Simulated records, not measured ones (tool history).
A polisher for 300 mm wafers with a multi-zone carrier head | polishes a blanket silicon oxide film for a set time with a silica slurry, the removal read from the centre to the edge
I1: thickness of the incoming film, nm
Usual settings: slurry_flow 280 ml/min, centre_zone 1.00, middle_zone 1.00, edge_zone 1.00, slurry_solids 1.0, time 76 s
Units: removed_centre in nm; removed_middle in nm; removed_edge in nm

run 1 hour=0.0 | slurry_flow=280 centre_zone=1.00 middle_zone=1.06 edge_zone=1.00 slurry_solids=1.0 time=94 | I1=1452.4 | removed_centre=385.8 removed_middle=402.3 removed_edge=394.9
run 2 hour=24.7 | slurry_flow=280 centre_zone=1.00 middle_zone=1.06 edge_zone=1.00 slurry_solids=1.0 time=94 | I1=1430.6 | removed_centre=382.7 removed_middle=405.1 removed_edge=394.1
run 3 hour=84.4 | slurry_flow=280 centre_zone=0.91 middle_zone=1.00 edge_zone=1.00 slurry_solids=1.2 time=76 | I1=1431.4 | removed_centre=293.3 removed_middle=321.5 removed_edge=339.4
run 4 hour=140.1 | slurry_flow=280 centre_zone=0.91 middle_zone=1.00 edge_zone=1.00 slurry_solids=1.2 time=76 | I1=1436.6 | removed_centre=297.5 removed_middle=322.4 removed_edge=327.2
run 5 hour=187.2 | slurry_flow=280 centre_zone=0.91 middle_zone=1.00 edge_zone=1.00 slurry_solids=1.2 time=76 | I1=1421.0 | removed_centre=290.9 removed_middle=311.0 removed_edge=322.2
run 6 hour=228.0 | slurry_flow=280 centre_zone=1.00 middle_zone=1.09 edge_zone=1.00 slurry_solids=1.0 time=76 | I1=1440.8 | removed_centre=279.4 removed_middle=299.9 removed_edge=287.9
run 7 hour=268.4 | slurry_flow=280 centre_zone=1.00 middle_zone=1.06 edge_zone=1.00 slurry_solids=1.0 time=76 | I1=1441.9 | removed_centre=274.5 removed_middle=289.2 removed_edge=284.8
-- hour=307.0 centre zone pressure recalibrated
run 8 hour=307.5 | slurry_flow=280 centre_zone=1.00 middle_zone=1.00 edge_zone=1.00 slurry_solids=1.0 time=76 | I1=1452.9 | removed_centre=261.4 removed_middle=263.3 removed_edge=276.7
-- hour=314.0 worn pad replaced by a new one
run 9 hour=346.2 | slurry_flow=330 centre_zone=0.91 middle_zone=0.96 edge_zone=0.89 slurry_solids=1.0 time=76 | I1=1437.3 | removed_centre=274.0 removed_middle=296.5 removed_edge=297.3
run 10 hour=460.8 | slurry_flow=280 centre_zone=1.00 middle_zone=1.00 edge_zone=1.00 slurry_solids=1.0 time=76 | I1=1452.7 | removed_centre=285.1 removed_middle=280.2 removed_edge=297.3
-- hour=525.8 slurry nozzle cleaned
-- hour=619.1 worn pad replaced by a new one
-- hour=624.8 edge zone pressure recalibrated
run 11 hour=666.8 | slurry_flow=280 centre_zone=1.00 middle_zone=1.00 edge_zone=1.00 slurry_solids=1.0 time=76 | I1=1442.6 | removed_centre=297.4 removed_middle=302.5 removed_edge=311.3
-- hour=685.3 carrier head's membrane replaced by a new one
run 12 hour=763.1 | slurry_flow=280 centre_zone=1.08 middle_zone=1.00 edge_zone=1.00 slurry_solids=1.0 time=68 | I1=1422.5 | removed_centre=277.2 removed_middle=261.5 removed_edge=274.1
run 13 hour=818.3 | slurry_flow=360 centre_zone=0.96 middle_zone=1.00 edge_zone=1.00 slurry_solids=1.0 time=76 | I1=1416.0 | removed_centre=279.2 removed_middle=294.4 removed_edge=305.9
-- hour=826.3 centre zone pressure recalibrated
run 14 hour=858.5 | slurry_flow=280 centre_zone=1.00 middle_zone=1.00 edge_zone=1.00 slurry_solids=1.0 time=93 | I1=1463.1 | removed_centre=337.6 removed_middle=338.1 removed_edge=350.2
-- hour=872.2 worn pad replaced by a new one
run 15 hour=921.7 | slurry_flow=280 centre_zone=1.00 middle_zone=1.00 edge_zone=1.00 slurry_solids=0.8 time=76 | I1=1421.2 | removed_centre=260.4 removed_middle=267.8 removed_edge=278.4
run 16 hour=982.0 | slurry_flow=345 centre_zone=0.89 middle_zone=1.00 edge_zone=1.07 slurry_solids=1.0 time=76 | I1=1453.8 | removed_centre=263.1 removed_middle=298.7 removed_edge=318.8
run 17 hour=1033.0 | slurry_flow=280 centre_zone=0.90 middle_zone=1.12 edge_zone=1.10 slurry_solids=1.0 time=76 | I1=1432.8 | removed_centre=249.5 removed_middle=311.6 removed_edge=310.0
run 18 hour=1082.8 | slurry_flow=280 centre_zone=1.00 middle_zone=1.00 edge_zone=0.94 slurry_solids=1.1 time=76 | I1=1440.0 | removed_centre=286.3 removed_middle=293.2 removed_edge=297.9
-- hour=1113.1 slurry nozzle cleaned
run 19 hour=1135.0 | slurry_flow=315 centre_zone=1.00 middle_zone=1.00 edge_zone=0.93 slurry_solids=0.9 time=98 | I1=1450.0 | removed_centre=368.4 removed_middle=360.1 removed_edge=349.3
-- hour=1165.9 worn pad replaced by a new one
run 20 hour=1193.6 | slurry_flow=365 centre_zone=1.09 middle_zone=0.92 edge_zone=1.00 slurry_solids=1.1 time=76 | I1=1438.8 | removed_centre=365.4 removed_middle=313.6 removed_edge=334.9

Forecast each of these 5 alternatives for the next run:
run A hour=1194.1 | slurry_flow=335 centre_zone=1.00 middle_zone=1.00 edge_zone=1.00 slurry_solids=1.0 time=76 | I1=1449.6 | removed_centre=? removed_middle=? removed_edge=?
run B hour=1194.1 | slurry_flow=280 centre_zone=1.00 middle_zone=1.00 edge_zone=0.94 slurry_solids=1.0 time=76 | I1=1449.6 | removed_centre=? removed_middle=? removed_edge=?
run C hour=1194.1 | slurry_flow=280 centre_zone=1.00 middle_zone=1.00 edge_zone=1.00 slurry_solids=1.1 time=76 | I1=1449.6 | removed_centre=? removed_middle=? removed_edge=?
run D hour=1194.1 | slurry_flow=280 centre_zone=1.08 middle_zone=1.00 edge_zone=1.09 slurry_solids=1.1 time=76 | I1=1449.6 | removed_centre=? removed_middle=? removed_edge=?
run E hour=1194.1 | slurry_flow=280 centre_zone=1.04 middle_zone=1.04 edge_zone=1.00 slurry_solids=1.0 time=76 | I1=1449.6 | removed_centre=? removed_middle=? removed_edge=?

run=A removed_centre=315.0 removed_middle=322.0 removed_edge=320.5
run=B removed_centre=308.0 removed_middle=315.5 removed_edge=306.4
run=C removed_centre=321.9 removed_middle=329.8 removed_edge=329.8
run=D removed_centre=347.9 removed_middle=329.6 removed_edge=344.1
run=E removed_centre=320.5 removed_middle=326.1 removed_edge=315.3
Without the tool's hidden state the same runs would have given:
run=A removed_centre=324.0 removed_middle=330.6 removed_edge=327.6
run=B removed_centre=317.9 removed_middle=324.9 removed_edge=313.9
run=C removed_centre=332.3 removed_middle=339.6 removed_edge=338.0
run=D removed_centre=359.1 removed_middle=339.5 removed_edge=352.7
run=E removed_centre=330.8 removed_middle=335.8 removed_edge=323.2
